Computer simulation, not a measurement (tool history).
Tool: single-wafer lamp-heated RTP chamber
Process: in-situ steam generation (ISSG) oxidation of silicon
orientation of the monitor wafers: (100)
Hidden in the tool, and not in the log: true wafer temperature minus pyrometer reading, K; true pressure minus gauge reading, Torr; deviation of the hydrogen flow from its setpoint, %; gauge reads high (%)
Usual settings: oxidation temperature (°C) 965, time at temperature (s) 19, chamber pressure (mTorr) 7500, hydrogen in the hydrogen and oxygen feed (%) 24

| run | hour | oxidation temperature (°C) | time at temperature (s) | chamber pressure (mTorr) | hydrogen in the hydrogen and oxygen feed (%) | wafers since the last listed run | wafers since the last pyrometer calibration | hours since the pressure gauge was zeroed | hours since the hydrogen flow controller was replaced | hours since the gauge calibration | read-back reference wafer on the same gauge, thickness | oxide thickness on the monitor wafer (nm) |
|---|---|---|---|---|---|---|---|---|---|---|---|---|
| 1 | 0 | 965 | 19 | 7500 | 24 | 0 | 3789 | 1079.6 | 4786.2 | 556.6 | 5.898 | 4.966 |
| 2 | 61.7 | 965 | 19 | 7500 | 24 | 531 | 4321 | 1141.3 | 4847.9 | 618.3 | 5.895 | 4.929 |
| 3 | 164.4 | 965 | 19 | 7500 | 24 | 884 | 5206 | 1244 | 4950.6 | 721 | 5.899 | 5.009 |
|  | 294.5 | pyrometer window cleaned and pyrometer calibrated |
| 4 | 388.9 | 965 | 19 | 7500 | 24 | 1865 | 813 | 1468.5 | 5175.1 | 945.5 | 5.909 | 5.004 |
| 5 | 493.6 | 965 | 19 | 8700 | 24 | 901 | 1714 | 1573.2 | 5279.8 | 1050.2 | 5.909 | 4.954 |
| 6 | 765.5 | 965 | 19 | 8600 | 24 | 2342 | 4057 | 1845.1 | 5551.7 | 1322.1 | 5.928 | 5.037 |
| 7 | 841.8 | 965 | 19 | 8600 | 24 | 657 | 4714 | 1921.4 | 5628 | 1398.4 | 5.935 | 5.005 |
| 8 | 937.8 | 977 | 19 | 7500 | 24 | 826 | 5541 | 2017.4 | 5724 | 1494.4 | 5.945 | 5.205 |
|  | 1022.3 | pyrometer window cleaned and pyrometer calibrated |
| 9 | 1028.8 | 965 | 19 | 7500 | 24 | 715 | 56 | 2108.4 | 5815 | 1585.4 | 5.936 | 5.053 |
|  | 1041.3 | pressure gauge zeroed |
| 10 | 1132.7 | 965 | 19 | 7500 | 24 | 826 | 882 | 91.4 | 5918.9 | 1689.3 | 5.95 | 5.021 |
| 11 | 1217.6 | 965 | 19 | 7500 | 24 | 731 | 1613 | 176.3 | 6003.8 | 1774.2 | 5.954 | 5 |
| 12 | 1260.1 | 965 | 19 | 8200 | 24 | 366 | 1979 | 218.8 | 6046.3 | 1816.7 | 5.966 | 5.019 |
| 13 | 1318.1 | 965 | 19 | 8200 | 24 | 499 | 2479 | 276.8 | 6104.3 | 1874.7 | 5.97 | 5.052 |
| 14 | 1366.2 | 965 | 19 | 7500 | 24 | 414 | 2893 | 324.9 | 6152.4 | 1922.8 | 5.968 | 5.009 |
|  | 1461.2 | hydrogen flow controller replaced |
| 15 | 1461.7 | 965 | 19 | 7500 | 24 | 753 | 3647 | 420.4 | 0.5 | 2018.3 | 5.987 | 5.061 |
| 16 | 1508.5 | 965 | 19 | 7500 | 24 | 403 | 4050 | 467.2 | 47.3 | 2065.1 | 5.994 | 5.034 |
| 17 | 1582.9 | 979 | 23 | 7500 | 24 | 640 | 4691 | 541.6 | 121.7 | 2139.5 | 5.995 | 5.778 |
|  | 1596.2 | pyrometer window cleaned and pyrometer calibrated |
| 18 | 1637.9 | 973 | 19 | 8300 | 24 | 404 | 359 | 596.6 | 176.7 | 2194.5 | 5.995 | 5.191 |
| 19 | 1724.1 | 965 | 19 | 9000 | 18 | 742 | 1102 | 682.8 | 262.9 | 2280.7 | 6.018 | 4.706 |
| 20 | 1785 | 954 | 19 | 7500 | 24 | 524 | 1626 | 743.7 | 323.8 | 2341.6 | 6.019 | 4.923 |
| 21 | 1848.3 | 947 | 26 | 6900 | 20 | 545 | 2171 | 807 | 387.1 | 2404.9 | 6.026 | 5.256 |
| 22 | 1896.1 | 959 | 14 | 6900 | 18 | 411 | 2583 | 854.8 | 434.9 | 2452.7 | 6.029 | 4.119 |

Forecast run 23:
| 23 | 1941.1 | 965 | 19 | 7500 | 24 | 387 | 2971 | 899.8 | 479.9 | 2497.7 | ? | ? |

{"run 23": {"read-back reference wafer on the same gauge, thickness": 6.041, "oxide thickness on the monitor wafer (nm)": 5.101}}
Without the tool's hidden state the same run would have given oxide thickness on the monitor wafer (nm) 4.985.

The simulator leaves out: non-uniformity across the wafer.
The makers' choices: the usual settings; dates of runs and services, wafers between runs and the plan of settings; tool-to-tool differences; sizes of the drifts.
